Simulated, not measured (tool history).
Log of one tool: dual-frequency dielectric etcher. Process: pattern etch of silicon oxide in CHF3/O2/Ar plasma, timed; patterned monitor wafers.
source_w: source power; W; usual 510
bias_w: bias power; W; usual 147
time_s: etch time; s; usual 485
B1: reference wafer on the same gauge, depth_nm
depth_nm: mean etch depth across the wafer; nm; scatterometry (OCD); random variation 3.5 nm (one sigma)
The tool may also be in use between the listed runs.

{"run": 1, "hour": 0.0, "source_w": 510, "bias_w": 147, "time_s": 574.5, "B1": 1093.4, "depth_nm": 1083.7}
{"run": 2, "hour": 93.2, "source_w": 510, "bias_w": 147, "time_s": 574.5, "B1": 1093.7, "depth_nm": 1127.1}
{"run": 3, "hour": 146.3, "source_w": 510, "bias_w": 147, "time_s": 485, "B1": 1094.9, "depth_nm": 944.7}
{"run": 4, "hour": 208.9, "source_w": 510, "bias_w": 147, "time_s": 485, "B1": 1093.2, "depth_nm": 944.9}
{"run": 5, "hour": 301.9, "source_w": 510, "bias_w": 147, "time_s": 485, "B1": 1093.5, "depth_nm": 947.9}
{"run": 6, "hour": 347.3, "source_w": 510, "bias_w": 147, "time_s": 485, "B1": 1093.7, "depth_nm": 949.7}
{"run": 7, "hour": 436.7, "source_w": 510, "bias_w": 147, "time_s": 485, "B1": 1094.6, "depth_nm": 944.6}
{"run": 8, "hour": 472.7, "source_w": 510, "bias_w": 147, "time_s": 485, "B1": 1093.8, "depth_nm": 953.5}
{"run": 9, "hour": 527.2, "source_w": 510, "bias_w": 147, "time_s": 485, "B1": 1094.5, "depth_nm": 940.9}
{"run": 10, "hour": 572.9, "source_w": 440, "bias_w": 116, "time_s": 393.5, "B1": 1093.4, "depth_nm": 669.9}
{"run": 11, "hour": 634.4, "source_w": 510, "bias_w": 131, "time_s": 485, "B1": 1093.2, "depth_nm": 893}
{"run": 12, "hour": 738.0, "source_w": 510, "bias_w": 147, "time_s": 485, "B1": 1094.2, "depth_nm": 923.9}
{"run": 13, "hour": 799.2, "source_w": 470, "bias_w": 180, "time_s": 406, "B1": 1094.3, "depth_nm": 801.5}
{"run": 14, "hour": 889.6, "source_w": 590, "bias_w": 115, "time_s": 625.5, "B1": 1094.5, "depth_nm": 1183.7}
{"run": 15, "hour": 955.1, "source_w": 430, "bias_w": 115, "time_s": 530, "B1": 1093.6, "depth_nm": 875.7}
{"run": 16, "hour": 1016.3, "source_w": 510, "bias_w": 123, "time_s": 432.5, "B1": 1093.6, "depth_nm": 787.6}
{"run": 17, "hour": 1090.7, "source_w": 510, "bias_w": 122, "time_s": 619, "B1": 1093.6, "depth_nm": 1117.6}
{"run": 18, "hour": 1157.6, "source_w": 470, "bias_w": 147, "time_s": 485, "B1": 1094, "depth_nm": 895.8}
{"run": 19, "hour": 1240.1, "source_w": 510, "bias_w": 147, "time_s": 485, "B1": 1093.9, "depth_nm": 934.9}
{"run": 20, "hour": 1385.7, "source_w": 550, "bias_w": 175, "time_s": 485, "B1": 1093.3, "depth_nm": 1014.5}
{"run": 21, "hour": 1455.5, "source_w": 560, "bias_w": 127, "time_s": 485, "B1": 1093.3, "depth_nm": 918.8}
{"run": 22, "hour": 1508.0, "source_w": 510, "bias_w": 176, "time_s": 390.5, "B1": 1093.8, "depth_nm": 794.2}
{"run": 23, "hour": 1596.5, "source_w": 510, "bias_w": 165, "time_s": 485, "B1": 1093.1, "depth_nm": 962.5}
{"run": 24, "hour": 1647.2, "source_w": 510, "bias_w": 147, "time_s": 574.5, "B1": 1094.1, "depth_nm": 1096.2}
{"run": 25, "hour": 1728.1, "source_w": 510, "bias_w": 147, "time_s": 485, "B1": 1094.7, "depth_nm": 924.2}
{"run": 26, "hour": 1780.9, "source_w": 390, "bias_w": 147, "time_s": 485, "B1": 1093.9, "depth_nm": 829.2}
{"run": 27, "hour": 1861.4, "source_w": 510, "bias_w": 147, "time_s": 485, "B1": 1093.4, "depth_nm": 927.1}
{"run": 28, "hour": 1953.1, "source_w": 630, "bias_w": 147, "time_s": 485, "B1": 1092.9, "depth_nm": 1014}
{"run": 29, "hour": 2011.7, "source_w": 510, "bias_w": 147, "time_s": 485, "B1": 1093.8, "depth_nm": 932.3}
{"run": 30, "hour": 2069.0, "source_w": 400, "bias_w": 126, "time_s": 446.5, "B1": 1093.8, "depth_nm": 730.3}

Taken out of this log: 8 entries between the listed runs. Where each belongs, and how the hidden state differs across it:
Between runs 1 and 2: bias power generator calibrated (hour 23)
  bias power that arrives over what is set, %: -3.96 -> 6.5
  measured less the result without the state, depth_nm: -14.2 -> +22.9 nm
Between runs 4 and 5: wet clean of the chamber (hour 238.9)
  bias power that arrives over what is set, %: 6.49 -> 6.48
  measured less the result without the state, depth_nm: +19.1 -> +19.1 nm
Between runs 10 and 11: bias power generator calibrated, repeated, since the last time left the tool worse (hour 611.4)
  bias power that arrives over what is set, %: 6.43 -> 0.0648
  measured less the result without the state, depth_nm: +13 -> +0.2 nm
Between runs 14 and 15: wet clean of the chamber (hour 926.5)
  bias power that arrives over what is set, %: 0.0478 -> 0.0389
  measured less the result without the state, depth_nm: +0.2 -> +0.1 nm
Between runs 15 and 16: gauge calibrated (hour 1006.1)
  bias power that arrives over what is set, %: 0.0389 -> 0.0288
  measured less the result without the state, depth_nm: +0.1 -> +0.1 nm
Between runs 16 and 17: source power generator calibrated (hour 1070)
  bias power that arrives over what is set, %: 0.0288 -> 0.0143
  measured less the result without the state, depth_nm: +0.1 -> +0 nm
Between runs 17 and 18: upper electrode replaced (hour 1157.1)
  bias power that arrives over what is set, %: 0.0143 -> -0.000869
  measured less the result without the state, depth_nm: +0 -> +0 nm
Between runs 22 and 23: wet clean of the chamber (hour 1586.8)
  bias power that arrives over what is set, %: -0.112 -> -0.149
  measured less the result without the state, depth_nm: -0.3 -> -0.5 nm
